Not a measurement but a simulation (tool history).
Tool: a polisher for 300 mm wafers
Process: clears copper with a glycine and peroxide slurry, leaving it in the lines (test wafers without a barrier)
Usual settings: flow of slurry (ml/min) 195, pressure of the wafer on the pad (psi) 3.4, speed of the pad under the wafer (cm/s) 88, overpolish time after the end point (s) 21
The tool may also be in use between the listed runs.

run	hour	flow of slurry (ml/min)	pressure of the wafer on the pad (psi)	speed of the pad under the wafer (cm/s)	overpolish time after the end point (s)	wafers since the last listed run	wafers polished on this pad	hours since the slurry nozzle was cleaned	hours since the head pressure was calibrated	incoming thickness of the incoming film, nm	time until the end point was called (s)	dishing of a wide line in a test structure (Å)
1	0	195	3.4	88	12	0	136	439.2	581.6	727.2	121.2	557
2	25.5	195	3.4	88	12	262	399	464.7	607.1	734.8	123.4	557
3	54.2	195	3.4	88	21	295	695	493.4	635.8	732.9	121.1	907
4	68.3	195	3.4	88	21	145	840	507.5	649.9	709	120.4	895
5	97.7	195	3.4	88	21	303	1144	536.9	679.3	707.5	120	894
# hour 106.5: worn pad replaced by a new one
6	130.8	195	4.1	102	21	300	250	570	712.4	724.7	101	1080
7	160.6	195	4.1	102	21	307	557	599.8	742.2	718.4	99.5	1047
# hour 208.4: worn pad replaced by a new one
8	227.8	195	3.4	88	21	651	200	667	809.4	721.3	121.5	891
# hour 250.9: head pressure recalibrated
9	253	195	3.4	88	21	239	439	692.2	2.1	726.1	124.6	888
10	270.8	195	3.4	88	21	183	623	710	19.9	714.6	122.6	905
# hour 285.1: slurry nozzle cleaned
# hour 331.3: worn pad replaced by a new one
11	331.8	195	4.4	96	32	577	5	46.7	80.9	719.9	88	1606
12	357.9	265	3.4	106	17	269	274	72.8	107	721.8	96.7	926
13	391.1	195	3.9	76	32	342	616	106	140.2	714.9	107.9	1377
14	417.9	195	3.4	88	24	276	893	132.8	167	721.6	111.6	1072
# hour 426.3: worn pad replaced by a new one
15	446	195	4.1	102	21	248	202	160.9	195.1	736.3	92.7	1148
16	477.3	165	3.4	110	27	322	525	192.2	226.4	737.2	107.4	1221
17	489.7	195	3.4	88	21	127	653	204.6	238.8	718.9	113.6	943
18	511.6	195	3.4	88	21	225	879	226.5	260.7	729.9	114.9	937
# hour 520.9: worn pad replaced by a new one
19	538	235	2.6	70	12	231	175	252.9	287.1	720.7	146.9	466

5 ways to go on from here, each from the tool as it stands after run 19. What would each give?
A	538.5	195	3.4	88	21	5	181	253.4	287.6	712.3	?	?
B	538.5	135	4.1	70	14	5	181	253.4	287.6	712.3	?	?
C	538.5	125	4.3	88	8	5	181	253.4	287.6	712.3	?	?
D	538.5	260	3.4	106	21	5	181	253.4	287.6	712.3	?	?
E	538.5	155	4.1	88	17	5	181	253.4	287.6	712.3	?	?

run	time until the end point was called (s)	dishing of a wide line in a test structure (Å)
A	113.9	976
B	121.6	661
C	107.5	445
D	98.4	1091
E	105	884
Without the tool's hidden state the same runs would have given:
run	time until the end point was called (s)	dishing of a wide line in a test structure (Å)
A	107.8	1020
B	112.4	708
C	98.8	481
D	94.4	1127
E	98	936

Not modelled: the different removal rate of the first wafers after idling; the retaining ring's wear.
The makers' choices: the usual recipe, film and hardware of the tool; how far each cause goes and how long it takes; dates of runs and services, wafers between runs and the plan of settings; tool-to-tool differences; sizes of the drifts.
